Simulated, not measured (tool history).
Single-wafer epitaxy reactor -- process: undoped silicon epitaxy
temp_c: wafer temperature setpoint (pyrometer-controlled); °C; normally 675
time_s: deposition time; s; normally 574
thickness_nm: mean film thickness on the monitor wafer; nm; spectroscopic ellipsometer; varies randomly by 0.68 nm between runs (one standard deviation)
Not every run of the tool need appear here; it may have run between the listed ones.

| run | hour | temp_c | time_s | wafers since the last listed run | hours since the last pyrometer calibration | hours since the gauge calibration | read-back reference wafer on the same gauge, thickness_nm | thickness_nm |
|---|---|---|---|---|---|---|---|---|
| 1 | 0 | 675 | 574 | 0 | 1643.3 | 223 | 151.947 | 171.309 |
| 2 | 100.7 | 675 | 574 | 374 | 1744 | 323.7 | 151.96 | 171.853 |
| 3 | 156.2 | 675 | 574 | 206 | 1799.5 | 379.2 | 152.159 | 171.962 |
| 4 | 199.7 | 675 | 574 | 161 | 1843 | 422.7 | 151.973 | 173.109 |
| 5 | 279.4 | 675 | 574 | 296 | 1922.7 | 502.4 | 152.053 | 171.49 |
| 6 | 473.5 | 675 | 574 | 721 | 2116.8 | 696.5 | 152.001 | 174.318 |
| 7 | 557.2 | 675 | 574 | 311 | 2200.5 | 780.2 | 151.926 | 173.387 |
| 8 | 606.7 | 675 | 574 | 183 | 2250 | 829.7 | 152.043 | 173.391 |
|  | 708.2 | pyrometer calibrated |
| 9 | 708.7 | 675 | 574 | 349 | 0.5 | 931.7 | 151.861 | 165.581 |
| 10 | 804.6 | 675 | 574 | 356 | 96.4 | 1027.6 | 151.913 | 167.966 |
| 11 | 895.5 | 675 | 574 | 337 | 187.3 | 1118.5 | 151.799 | 166.941 |
| 12 | 991.6 | 675 | 574 | 357 | 283.4 | 1214.6 | 152.197 | 167.29 |
| 13 | 1094.1 | 675 | 574 | 380 | 385.9 | 1317.1 | 152.102 | 168.888 |
| 14 | 1158.7 | 684 | 635 | 240 | 450.5 | 1381.7 | 151.961 | 217.559 |
| 15 | 1257.5 | 675 | 574 | 367 | 549.3 | 1480.5 | 152.082 | 169.979 |
| 16 | 1320.1 | 680 | 538 | 232 | 611.9 | 1543.1 | 152.175 | 172.801 |
| 17 | 1373.5 | 686 | 539 | 198 | 665.3 | 1596.5 | 151.76 | 192.51 |
| 18 | 1463.2 | 675 | 574 | 333 | 755 | 1686.2 | 151.945 | 168.518 |
| 19 | 1559.1 | 686 | 619 | 356 | 850.9 | 1782.1 | 152.059 | 222.129 |
| 20 | 1727.8 | 675 | 574 | 626 | 1019.6 | 1950.8 | 152.014 | 169.72 |
|  | 1745.5 | gauge calibrated |
| 21 | 1811.5 | 675 | 544 | 311 | 1103.3 | 66 | 152.303 | 161.884 |
| 22 | 1865.1 | 663 | 500 | 199 | 1156.9 | 119.6 | 152.172 | 118.271 |
| 23 | 2098.7 | 675 | 574 | 868 | 1390.5 | 353.2 | 151.833 | 170.839 |
| 24 | 2168.2 | 675 | 574 | 258 | 1460 | 422.7 | 152.108 | 172.133 |
| 25 | 2208.6 | 669 | 498 | 150 | 1500.4 | 463.1 | 152.219 | 134.153 |
| 26 | 2272.6 | 686 | 463 | 237 | 1564.4 | 527.1 | 151.972 | 168.588 |

For some of the steps in thickness_nm from one run to the next: how much would appear even if the tool had no hidden state, given the settings, what came in and random variation, and how much remains for the hidden state plus any gauge scatter that the measured result and the result without hidden state don't share?
Hidden conditions of the tool in this case: wafer temperature above the value expected at the setpoint (K); gauge reads high (%).
Run 8 -> 9: pyrometer calibrated. thickness_nm -7.81 nm: hidden state -6.605, all else -1.205.
Run 18 -> 19: temp_c 675 -> 686, time_s 574 -> 619. thickness_nm +53.611 nm: hidden state +1.149, all else +52.462.
Run 22 -> 23: temp_c 663 -> 675, time_s 500 -> 574. thickness_nm +52.568 nm: hidden state +1.866, all else +50.702.
